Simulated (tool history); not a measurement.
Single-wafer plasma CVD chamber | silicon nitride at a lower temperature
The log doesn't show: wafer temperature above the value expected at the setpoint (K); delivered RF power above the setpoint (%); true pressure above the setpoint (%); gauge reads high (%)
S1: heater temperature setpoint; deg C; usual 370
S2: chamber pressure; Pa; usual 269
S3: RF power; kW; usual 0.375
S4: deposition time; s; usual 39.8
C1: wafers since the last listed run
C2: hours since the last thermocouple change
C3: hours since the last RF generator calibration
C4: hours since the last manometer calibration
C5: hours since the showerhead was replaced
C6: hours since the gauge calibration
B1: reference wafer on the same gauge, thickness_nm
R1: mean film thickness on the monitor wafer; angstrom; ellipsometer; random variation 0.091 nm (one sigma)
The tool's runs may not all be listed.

Run 1, hour 0: usual settings; C1 0; C2 1321.7; C3 2035.6; C4 1762.4; C5 3338; C6 365.2; B1 70.391. Result: R1 579.04 angstrom.
Run 2, hour 15: usual settings; C1 245; C2 1336.7; C3 2050.6; C4 1777.4; C5 3353; C6 380.2; B1 70.424. Result: R1 578.93 angstrom.
Run 3, hour 42.6: usual settings but S4 42.5 s; C1 451; C2 1364.3; C3 2078.2; C4 1805; C5 3380.6; C6 407.8; B1 70.382. Result: R1 618.2 angstrom.
Run 4, hour 73.5: usual settings but S4 42.5 s; C1 505; C2 1395.2; C3 2109.1; C4 1835.9; C5 3411.5; C6 438.7; B1 70.39. Result: R1 617.94 angstrom.
Run 5, hour 89.5: usual settings; C1 261; C2 1411.2; C3 2125.1; C4 1851.9; C5 3427.5; C6 454.7; B1 70.415. Result: R1 578.98 angstrom.
Run 6, hour 108.1: usual settings; C1 304; C2 1429.8; C3 2143.7; C4 1870.5; C5 3446.1; C6 473.3; B1 70.373. Result: R1 580.35 angstrom.
Run 7, hour 123.7: usual settings; C1 255; C2 1445.4; C3 2159.3; C4 1886.1; C5 3461.7; C6 488.9; B1 70.406. Result: R1 578.88 angstrom.
Run 8, hour 154.8: usual settings; C1 509; C2 1476.5; C3 2190.4; C4 1917.2; C5 3492.8; C6 520; B1 70.345. Result: R1 579.95 angstrom.
At hour 212.4: RF generator calibrated.
Run 9, hour 230.7: usual settings; C1 1111; C2 1552.4; C3 18.3; C4 1993.1; C5 3568.7; C6 595.9; B1 70.414. Result: R1 616.29 angstrom.
Run 10, hour 246.2: usual settings; C1 253; C2 1567.9; C3 33.8; C4 2008.6; C5 3584.2; C6 611.4; B1 70.388. Result: R1 616.55 angstrom.
At hour 253: gauge calibrated.
Run 11, hour 265.3: usual settings; C1 312; C2 1587; C3 52.9; C4 2027.7; C5 3603.3; C6 12.3; B1 70.445. Result: R1 615.92 angstrom.
At hour 289.7: showerhead replaced.
Run 12, hour 290.2: usual settings; C1 276; C2 1611.9; C3 77.8; C4 2052.6; C5 0.5; C6 37.2; B1 70.414. Result: R1 615.16 angstrom.
Run 13, hour 323: usual settings; C1 537; C2 1644.7; C3 110.6; C4 2085.4; C5 33.3; C6 70; B1 70.35. Result: R1 613.4 angstrom.
At hour 340.3: capacitance manometer re-zeroed and calibrated.
Run 14, hour 344.1: usual settings but S1 383 deg C; C1 214; C2 1665.8; C3 131.7; C4 3.8; C5 54.4; C6 91.1; B1 70.413. Result: R1 601.78 angstrom.
Run 15, hour 366.8: usual settings but S4 35.6 s; C1 371; C2 1688.5; C3 154.4; C4 26.5; C5 77.1; C6 113.8; B1 70.416. Result: R1 542.21 angstrom.
Run 16, hour 392.8: usual settings but S4 41.9 s; C1 425; C2 1714.5; C3 180.4; C4 52.5; C5 103.1; C6 139.8; B1 70.396. Result: R1 636.09 angstrom.
Run 17, hour 425.9: usual settings but S3 0.405 kW; C1 541; C2 1747.6; C3 213.5; C4 85.6; C5 136.2; C6 172.9; B1 70.409. Result: R1 635.22 angstrom.
At hour 439.1: thermocouple changed; heater temperature recalibrated.
Run 18, hour 460.8: usual settings but S3 0.4 kW, S4 43 s; C1 440; C2 21.7; C3 248.4; C4 120.5; C5 171.1; C6 207.8; B1 70.429. Result: R1 678.88 angstrom.
Run 19, hour 486.7: usual settings; C1 424; C2 47.6; C3 274.3; C4 146.4; C5 197; C6 233.7; B1 70.4. Result: R1 601.65 angstrom.
Run 20, hour 508.4: usual settings but S2 247 Pa, S4 33.4 s; C1 355; C2 69.3; C3 296; C4 168.1; C5 218.7; C6 255.4; B1 70.442. Result: R1 491.81 angstrom.
Run 21, hour 536.1: usual settings but S1 382 deg C, S2 232 Pa; C1 453; C2 97; C3 323.7; C4 195.8; C5 246.4; C6 283.1; B1 70.395. Result: R1 570.57 angstrom.

Run 22 comes next. What will it give?
Run 22, hour 567.5: usual settings but S2 232 Pa, S3 0.415 kW, S4 34.4 s; C1 514; C2 128.4; C3 355.1; C4 227.2; C5 277.8; C6 314.5; B1 ?. Result: R1 ?.

Run 22 gave B1 70.421, R1 530.8 angstrom.
Without the tool's hidden state the same run would have given R1 538.53 angstrom.
